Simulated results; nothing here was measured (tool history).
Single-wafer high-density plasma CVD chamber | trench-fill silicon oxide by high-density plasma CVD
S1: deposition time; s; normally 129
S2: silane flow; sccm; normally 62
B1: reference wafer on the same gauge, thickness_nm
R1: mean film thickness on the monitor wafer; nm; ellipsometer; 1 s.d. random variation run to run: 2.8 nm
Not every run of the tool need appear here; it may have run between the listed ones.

{"run": 1, "hour": 0.0, "S1": 129, "S2": 62, "B1": 639.899, "R1": 810.506}
{"run": 2, "hour": 281.3, "S1": 129, "S2": 62, "B1": 639.849, "R1": 812.803}
{"run": 3, "hour": 378.3, "S1": 129, "S2": 62, "B1": 639.835, "R1": 809.891}
{"run": 4, "hour": 452.5, "S1": 129, "S2": 62, "B1": 638.813, "R1": 811.585}
{"run": 5, "hour": 535.2, "S1": 129, "S2": 62, "B1": 638.583, "R1": 811.563}
{"run": 6, "hour": 845.8, "S1": 115, "S2": 62, "B1": 640.583, "R1": 729.09}
{"run": 7, "hour": 931.6, "S1": 115, "S2": 62, "B1": 639.93, "R1": 729.887}
{"run": 8, "hour": 1019.3, "S1": 115, "S2": 62, "B1": 639.739, "R1": 731.984}
{"run": 9, "hour": 1259.2, "S1": 109, "S2": 62, "B1": 639.313, "R1": 695.902}
{"run": 10, "hour": 1345.0, "S1": 109, "S2": 62, "B1": 639.006, "R1": 695.882}
{"run": 11, "hour": 1431.5, "S1": 129, "S2": 62, "B1": 639.007, "R1": 830.235}
{"hour": 1477.1, "done": "silane flow controller replaced"}
{"run": 12, "hour": 1497.3, "S1": 129, "S2": 62, "B1": 639.768, "R1": 783.807}
{"run": 13, "hour": 1700.7, "S1": 129, "S2": 62, "B1": 639.911, "R1": 794.074}
{"run": 14, "hour": 1805.2, "S1": 129, "S2": 62, "B1": 639.198, "R1": 789.705}
{"run": 15, "hour": 1847.9, "S1": 129, "S2": 62, "B1": 640.049, "R1": 788.597}
{"run": 16, "hour": 1897.8, "S1": 129, "S2": 62, "B1": 640.66, "R1": 787.311}
{"run": 17, "hour": 1987.5, "S1": 129, "S2": 62, "B1": 639.933, "R1": 788.552}
{"run": 18, "hour": 2080.2, "S1": 129, "S2": 62, "B1": 639.72, "R1": 784.724}
{"run": 19, "hour": 2127.3, "S1": 112, "S2": 58, "B1": 640.757, "R1": 641.353}
{"run": 20, "hour": 2177.8, "S1": 129, "S2": 68, "B1": 639.682, "R1": 861.132}
{"run": 21, "hour": 2260.4, "S1": 129, "S2": 62, "B1": 641.084, "R1": 789.824}
{"run": 22, "hour": 2299.0, "S1": 129, "S2": 62, "B1": 639.408, "R1": 789.459}
{"run": 23, "hour": 2372.9, "S1": 108, "S2": 56, "B1": 640.609, "R1": 598.025}
{"run": 24, "hour": 2470.9, "S1": 129, "S2": 62, "B1": 639.93, "R1": 789.935}
{"run": 25, "hour": 2549.7, "S1": 147, "S2": 53, "B1": 640.007, "R1": 766.117}
{"run": 26, "hour": 2603.3, "S1": 108, "S2": 72, "B1": 640.596, "R1": 767.371}
{"run": 27, "hour": 2694.8, "S1": 129, "S2": 62, "B1": 640.569, "R1": 793.344}
{"hour": 2878.7, "done": "gauge calibrated"}
{"run": 28, "hour": 2930.1, "S1": 147, "S2": 66, "B1": 639.873, "R1": 967.918}
{"run": 29, "hour": 2972.0, "S1": 129, "S2": 62, "B1": 639.649, "R1": 791.052}
{"run": 30, "hour": 3053.2, "S1": 138, "S2": 69, "B1": 639.74, "R1": 944.153}
{"run": 31, "hour": 3150.0, "S1": 142, "S2": 57, "B1": 639.807, "R1": 803.154}
{"run": 32, "hour": 3235.9, "S1": 129, "S2": 62, "B1": 640.326, "R1": 792.537}
{"run": 33, "hour": 3326.7, "S1": 148, "S2": 73, "B1": 640.727, "R1": 1072.21}
{"run": 34, "hour": 3390.8, "S1": 147, "S2": 57, "B1": 640.304, "R1": 832.007}
{"run": 35, "hour": 3491.6, "S1": 150, "S2": 62, "B1": 639.439, "R1": 924.176}
{"run": 36, "hour": 3563.2, "S1": 147, "S2": 62, "B1": 639.098, "R1": 908.55}
{"run": 37, "hour": 3644.6, "S1": 129, "S2": 62, "B1": 640.297, "R1": 801.188}

Branching from run 37: 5 alternative next runs. What would each branch give?
{"run": "A", "hour": 3645.0, "S1": 129, "S2": 50, "B1": "?", "R1": "?"}
{"run": "B", "hour": 3645.0, "S1": 118, "S2": 51, "B1": "?", "R1": "?"}
{"run": "C", "hour": 3645.0, "S1": 119, "S2": 55, "B1": "?", "R1": "?"}
{"run": "D", "hour": 3645.0, "S1": 145, "S2": 62, "B1": "?", "R1": "?"}
{"run": "E", "hour": 3645.0, "S1": 136, "S2": 62, "B1": "?", "R1": "?"}

run=A B1=640.240 R1=645.701
run=B B1=640.240 R1=602.454
run=C B1=640.240 R1=655.211
run=D B1=640.240 R1=899.977
run=E B1=640.240 R1=844.116
Without the tool's hidden state the same runs would have given:
run=A R1=636.562
run=B R1=593.927
run=C R1=645.938
run=D R1=887.240
run=E R1=832.170
